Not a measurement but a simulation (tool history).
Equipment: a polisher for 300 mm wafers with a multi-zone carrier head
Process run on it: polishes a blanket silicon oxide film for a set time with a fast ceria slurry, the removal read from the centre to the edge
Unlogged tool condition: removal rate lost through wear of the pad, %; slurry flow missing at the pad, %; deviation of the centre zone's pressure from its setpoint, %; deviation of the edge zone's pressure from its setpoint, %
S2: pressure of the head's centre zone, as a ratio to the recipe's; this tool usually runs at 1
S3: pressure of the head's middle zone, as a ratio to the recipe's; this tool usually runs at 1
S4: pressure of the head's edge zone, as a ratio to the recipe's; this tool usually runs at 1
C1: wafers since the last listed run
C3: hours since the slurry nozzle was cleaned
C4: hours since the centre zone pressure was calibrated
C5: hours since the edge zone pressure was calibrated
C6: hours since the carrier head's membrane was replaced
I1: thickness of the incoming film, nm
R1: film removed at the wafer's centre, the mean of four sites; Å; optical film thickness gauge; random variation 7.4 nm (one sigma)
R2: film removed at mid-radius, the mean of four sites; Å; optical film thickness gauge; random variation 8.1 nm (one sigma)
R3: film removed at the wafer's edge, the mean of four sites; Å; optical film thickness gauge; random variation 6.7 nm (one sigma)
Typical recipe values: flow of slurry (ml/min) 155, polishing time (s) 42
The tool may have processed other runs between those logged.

{"run": 1, "hour": 0.0, "flow of slurry (ml/min)": 205, "S2": 1, "S3": 1.11, "S4": 0.93, "polishing time (s)": 52, "C1": 0, "wafers polished on this pad": 1304, "C3": 609.9, "C4": 268.2, "C5": 1285.8, "C6": 44.5, "I1": 3043.8, "R1": 9724, "R2": 10206, "R3": 9485}
{"hour": 10.5, "done": "worn pad replaced by a new one"}
{"run": 2, "hour": 15.3, "flow of slurry (ml/min)": 155, "S2": 1, "S3": 1, "S4": 1, "polishing time (s)": 30, "C1": 151, "wafers polished on this pad": 64, "C3": 625.2, "C4": 283.5, "C5": 1301.1, "C6": 59.8, "I1": 2967.9, "R1": 5121, "R2": 5154, "R3": 5433}
{"run": 3, "hour": 24.2, "flow of slurry (ml/min)": 115, "S2": 1, "S3": 0.96, "S4": 1, "polishing time (s)": 34, "C1": 119, "wafers polished on this pad": 183, "C3": 634.1, "C4": 292.4, "C5": 1310, "C6": 68.7, "I1": 3022.3, "R1": 5131, "R2": 5135, "R3": 5729}
{"run": 4, "hour": 38.5, "flow of slurry (ml/min)": 155, "S2": 1, "S3": 1, "S4": 1, "polishing time (s)": 42, "C1": 192, "wafers polished on this pad": 376, "C3": 648.4, "C4": 306.7, "C5": 1324.3, "C6": 83, "I1": 3017.7, "R1": 7233, "R2": 7003, "R3": 7561}
{"run": 5, "hour": 49.7, "flow of slurry (ml/min)": 120, "S2": 1, "S3": 0.95, "S4": 1, "polishing time (s)": 35, "C1": 150, "wafers polished on this pad": 526, "C3": 659.6, "C4": 317.9, "C5": 1335.5, "C6": 94.2, "I1": 3027.8, "R1": 5391, "R2": 5269, "R3": 5951}
{"run": 6, "hour": 63.0, "flow of slurry (ml/min)": 155, "S2": 1, "S3": 1, "S4": 1, "polishing time (s)": 42, "C1": 178, "wafers polished on this pad": 705, "C3": 672.9, "C4": 331.2, "C5": 1348.8, "C6": 107.5, "I1": 3030.9, "R1": 7011, "R2": 7111, "R3": 7622}
{"run": 7, "hour": 72.8, "flow of slurry (ml/min)": 155, "S2": 0.91, "S3": 1, "S4": 0.88, "polishing time (s)": 52, "C1": 131, "wafers polished on this pad": 837, "C3": 682.7, "C4": 341, "C5": 1358.6, "C6": 117.3, "I1": 2999.8, "R1": 7911, "R2": 8833, "R3": 8907}
{"hour": 75.9, "done": "edge zone pressure recalibrated"}
{"run": 8, "hour": 85.0, "flow of slurry (ml/min)": 155, "S2": 1, "S3": 1, "S4": 1, "polishing time (s)": 42, "C1": 137, "wafers polished on this pad": 974, "C3": 694.9, "C4": 353.2, "C5": 9.1, "C6": 129.5, "I1": 3001.3, "R1": 6908, "R2": 6917, "R3": 7539}
{"run": 9, "hour": 91.5, "flow of slurry (ml/min)": 155, "S2": 1, "S3": 1, "S4": 1, "polishing time (s)": 42, "C1": 87, "wafers polished on this pad": 1061, "C3": 701.4, "C4": 359.7, "C5": 15.6, "C6": 136, "I1": 2985.1, "R1": 7114, "R2": 6973, "R3": 7502}
{"hour": 97.3, "done": "centre zone pressure recalibrated"}
{"run": 10, "hour": 105.0, "flow of slurry (ml/min)": 155, "S2": 1, "S3": 1, "S4": 1, "polishing time (s)": 42, "C1": 154, "wafers polished on this pad": 1216, "C3": 714.9, "C4": 7.7, "C5": 29.1, "C6": 149.5, "I1": 3042.9, "R1": 7036, "R2": 6861, "R3": 7585}
{"hour": 110.5, "done": "worn pad replaced by a new one"}
{"run": 11, "hour": 112.2, "flow of slurry (ml/min)": 155, "S2": 1, "S3": 1, "S4": 1, "polishing time (s)": 42, "C1": 43, "wafers polished on this pad": 23, "C3": 722.1, "C4": 14.9, "C5": 36.3, "C6": 156.7, "I1": 3049.2, "R1": 6909, "R2": 6911, "R3": 7586}
{"run": 12, "hour": 123.3, "flow of slurry (ml/min)": 155, "S2": 1, "S3": 1, "S4": 1, "polishing time (s)": 31, "C1": 149, "wafers polished on this pad": 172, "C3": 733.2, "C4": 26, "C5": 47.4, "C6": 167.8, "I1": 3038.8, "R1": 5104, "R2": 5051, "R3": 5537}
{"run": 13, "hour": 140.0, "flow of slurry (ml/min)": 110, "S2": 1, "S3": 1, "S4": 0.96, "polishing time (s)": 42, "C1": 224, "wafers polished on this pad": 396, "C3": 749.9, "C4": 42.7, "C5": 64.1, "C6": 184.5, "I1": 2986.3, "R1": 5760, "R2": 5929, "R3": 6631}
{"hour": 151.6, "done": "slurry nozzle cleaned"}
{"run": 14, "hour": 152.1, "flow of slurry (ml/min)": 120, "S2": 1, "S3": 1, "S4": 0.89, "polishing time (s)": 42, "C1": 149, "wafers polished on this pad": 545, "C3": 0.5, "C4": 54.8, "C5": 76.2, "C6": 196.6, "I1": 3039.1, "R1": 7385, "R2": 7352, "R3": 7298}
{"run": 15, "hour": 165.5, "flow of slurry (ml/min)": 140, "S2": 0.9, "S3": 0.91, "S4": 1, "polishing time (s)": 42, "C1": 180, "wafers polished on this pad": 726, "C3": 13.9, "C4": 68.2, "C5": 89.6, "C6": 210, "I1": 3025.8, "R1": 7059, "R2": 7117, "R3": 7951}
{"run": 16, "hour": 178.4, "flow of slurry (ml/min)": 110, "S2": 1.08, "S3": 1, "S4": 1.09, "polishing time (s)": 42, "C1": 173, "wafers polished on this pad": 899, "C3": 26.8, "C4": 81.1, "C5": 102.5, "C6": 222.9, "I1": 2999.8, "R1": 7749, "R2": 7176, "R3": 7889}
{"run": 17, "hour": 189.0, "flow of slurry (ml/min)": 155, "S2": 1, "S3": 1.05, "S4": 0.89, "polishing time (s)": 42, "C1": 142, "wafers polished on this pad": 1041, "C3": 37.4, "C4": 91.7, "C5": 113.1, "C6": 233.5, "I1": 3008.4, "R1": 7981, "R2": 8187, "R3": 7530}
{"run": 18, "hour": 201.1, "flow of slurry (ml/min)": 155, "S2": 1, "S3": 1, "S4": 1, "polishing time (s)": 42, "C1": 162, "wafers polished on this pad": 1204, "C3": 49.5, "C4": 103.8, "C5": 125.2, "C6": 245.6, "I1": 3006.5, "R1": 7921, "R2": 7730, "R3": 8220}
{"run": 19, "hour": 209.7, "flow of slurry (ml/min)": 155, "S2": 1, "S3": 1.11, "S4": 1, "polishing time (s)": 42, "C1": 115, "wafers polished on this pad": 1320, "C3": 58.1, "C4": 112.4, "C5": 133.8, "C6": 254.2, "I1": 3027.2, "R1": 8003, "R2": 8488, "R3": 8062}
{"run": 20, "hour": 217.1, "flow of slurry (ml/min)": 155, "S2": 1, "S3": 1, "S4": 1, "polishing time (s)": 48, "C1": 99, "wafers polished on this pad": 1419, "C3": 65.5, "C4": 119.8, "C5": 141.2, "C6": 261.6, "I1": 2965.1, "R1": 9046, "R2": 8728, "R3": 9320}
{"hour": 224.0, "done": "worn pad replaced by a new one"}
{"run": 21, "hour": 267.6, "flow of slurry (ml/min)": 155, "S2": 1, "S3": 0.89, "S4": 1, "polishing time (s)": 42, "C1": 624, "wafers polished on this pad": 586, "C3": 116, "C4": 170.3, "C5": 191.7, "C6": 312.1, "I1": 3014.7, "R1": 7825, "R2": 7017, "R3": 8072}

Run-by-run hidden state of the tool:
removal rate lost through wear of the pad, %: 0 at every run
deviation of the centre zone's pressure from its setpoint, %: 0 at every run
deviation of the edge zone's pressure from its setpoint, %: 0 at every run
H1: slurry flow missing at the pad, %
run=1 H1=27.1
run=2 H1=28.3
run=3 H1=28.9
run=4 H1=30
run=5 H1=30.9
run=6 H1=32
run=7 H1=32.8
run=8 H1=33.8
run=9 H1=34.3
run=10 H1=35.4
run=11 H1=36.1
run=12 H1=37
run=13 H1=38.5
run=14 H1=0.68
run=15 H1=0.691
run=16 H1=0.723
run=17 H1=0.763
run=18 H1=0.826
run=19 H1=0.881
run=20 H1=0.936
run=21 H1=1.48
